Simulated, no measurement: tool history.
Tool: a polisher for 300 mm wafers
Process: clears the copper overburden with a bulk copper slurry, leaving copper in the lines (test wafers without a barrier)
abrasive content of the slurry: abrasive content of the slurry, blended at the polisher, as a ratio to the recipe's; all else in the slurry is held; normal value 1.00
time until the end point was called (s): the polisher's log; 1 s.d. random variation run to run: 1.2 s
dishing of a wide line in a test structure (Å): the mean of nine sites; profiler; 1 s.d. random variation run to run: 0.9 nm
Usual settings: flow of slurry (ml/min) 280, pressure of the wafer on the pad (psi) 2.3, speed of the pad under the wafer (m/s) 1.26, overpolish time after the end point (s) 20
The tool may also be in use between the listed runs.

run	day	flow of slurry (ml/min)	pressure of the wafer on the pad (psi)	speed of the pad under the wafer (m/s)	abrasive content of the slurry	overpolish time after the end point (s)	wafers since the last listed run	wafers polished on this pad	hours since the slurry nozzle was cleaned	hours since the head pressure was calibrated	hours since the slurry blender was calibrated	incoming thickness of the incoming film, nm	time until the end point was called (s)	dishing of a wide line in a test structure (Å)
1	0.000	280	2.3	1.26	1.00	20	0	777	162.6	230.3	96.4	715.5	94.0	630
2	3.350	280	2.3	1.26	1.00	20	737	1514	243.0	310.7	176.8	713.3	92.6	633
3	5.212	255	2.3	1.26	1.00	20	409	1924	287.7	355.4	221.5	704.0	93.9	641
4	8.904	255	2.3	1.26	1.00	20	812	2736	376.3	444.0	310.1	706.0	91.1	641
# day 11.138: slurry blender recalibrated
# day 11.150: worn pad replaced by a new one
5	12.771	255	2.3	1.26	1.00	20	829	356	469.1	536.8	39.2	722.2	94.2	632
6	14.992	280	2.3	1.26	1.00	20	488	845	522.4	590.1	92.5	713.8	94.0	665
7	16.650	280	2.3	1.26	1.00	20	364	1210	562.2	629.9	132.3	712.6	90.6	630
# day 17.104: slurry nozzle cleaned
8	18.333	280	2.1	1.26	1.00	17	361	1571	29.5	670.3	172.7	710.0	98.8	557
9	20.642	280	2.1	1.26	1.00	17	507	2079	84.9	725.7	228.1	722.3	102.4	557
10	23.604	280	2.3	1.26	1.00	15	651	2730	156.0	796.8	299.2	709.2	88.1	546
11	26.942	280	2.3	1.26	1.20	20	734	3465	236.1	876.9	379.3	706.2	84.2	662
# day 27.025: slurry blender recalibrated
# day 27.679: head pressure recalibrated
12	29.012	280	1.7	1.26	0.80	20	418	3884	285.8	32.0	47.7	704.9	127.8	525
# day 30.650: worn pad replaced by a new one
13	33.367	280	1.7	1.26	0.80	20	921	597	390.3	136.5	152.2	710.0	123.4	527
14	36.338	280	2.3	1.26	1.00	20	653	1251	461.6	207.8	223.5	697.2	82.4	684
# day 38.675: head pressure recalibrated, repeated, since the last time left the tool worse
15	39.288	280	2.3	1.26	1.00	20	630	1881	532.4	14.7	294.3	707.3	94.4	628
16	42.483	280	2.3	1.26	1.00	20	703	2585	609.1	91.4	371.0	703.7	93.4	625
17	44.917	250	2.3	1.26	1.00	20	535	3120	667.5	149.8	429.4	721.6	95.2	632
# day 45.333: slurry blender recalibrated
# day 46.175: slurry nozzle cleaned
# day 49.233: worn pad replaced by a new one
18	53.046	280	2.3	1.26	0.80	20	1724	838	164.9	344.9	185.1	707.6	99.8	617
19	56.304	280	2.3	1.26	1.00	20	716	1555	243.1	423.1	263.3	703.8	91.8	640
20	57.929	280	2.3	1.26	1.00	16	357	1912	282.1	462.1	302.3	700.6	88.1	583
21	60.829	280	2.3	1.26	1.00	20	638	2550	351.7	531.7	371.9	706.0	88.8	639
# day 63.033: slurry blender recalibrated
22	64.800	350	3.0	1.38	1.00	20	855	3406	447.0	627.0	42.4	710.1	62.6	781
23	67.812	280	2.3	1.26	1.00	20	662	4068	519.3	699.3	114.7	711.8	90.3	666
# day 68.283: worn pad replaced by a new one
24	71.750	280	2.3	1.26	0.80	29	829	762	613.8	793.8	209.2	723.8	98.7	731
# day 73.800: head pressure recalibrated
# day 74.354: slurry nozzle cleaned
# day 79.962: slurry blender recalibrated
25	80.858	330	2.8	1.40	1.00	20	1958	2720	156.1	169.4	21.5	709.4	71.0	740
26	82.842	235	2.3	1.26	1.00	13	436	3156	203.7	217.0	69.1	709.1	94.0	485
# day 85.571: worn pad replaced by a new one
27	85.592	280	2.7	0.92	1.15	10	568	4	269.7	283.0	135.1	712.5	89.1	432

The tool's hidden state at each run:
removal rate lost through wear of the pad, %: 0 across all the runs
slurry flow missing at the pad, %: 0 across all the runs
abrasive missing from the slurry, %: 0 across all the runs
H1: deviation of the head's pressure from its setpoint, %
run	H1
1	2.94
2	3.73
3	4.09
4	4.67
5	5.12
6	5.32
7	5.45
8	5.57
9	5.71
10	5.85
11	5.98
12	12.2
13	14.1
14	15.1
15	1.28
16	2.8
17	3.73
18	5.83
19	6.37
20	6.59
21	6.92
22	7.27
23	7.47
24	7.67
25	3.32
26	3.92
27	4.61

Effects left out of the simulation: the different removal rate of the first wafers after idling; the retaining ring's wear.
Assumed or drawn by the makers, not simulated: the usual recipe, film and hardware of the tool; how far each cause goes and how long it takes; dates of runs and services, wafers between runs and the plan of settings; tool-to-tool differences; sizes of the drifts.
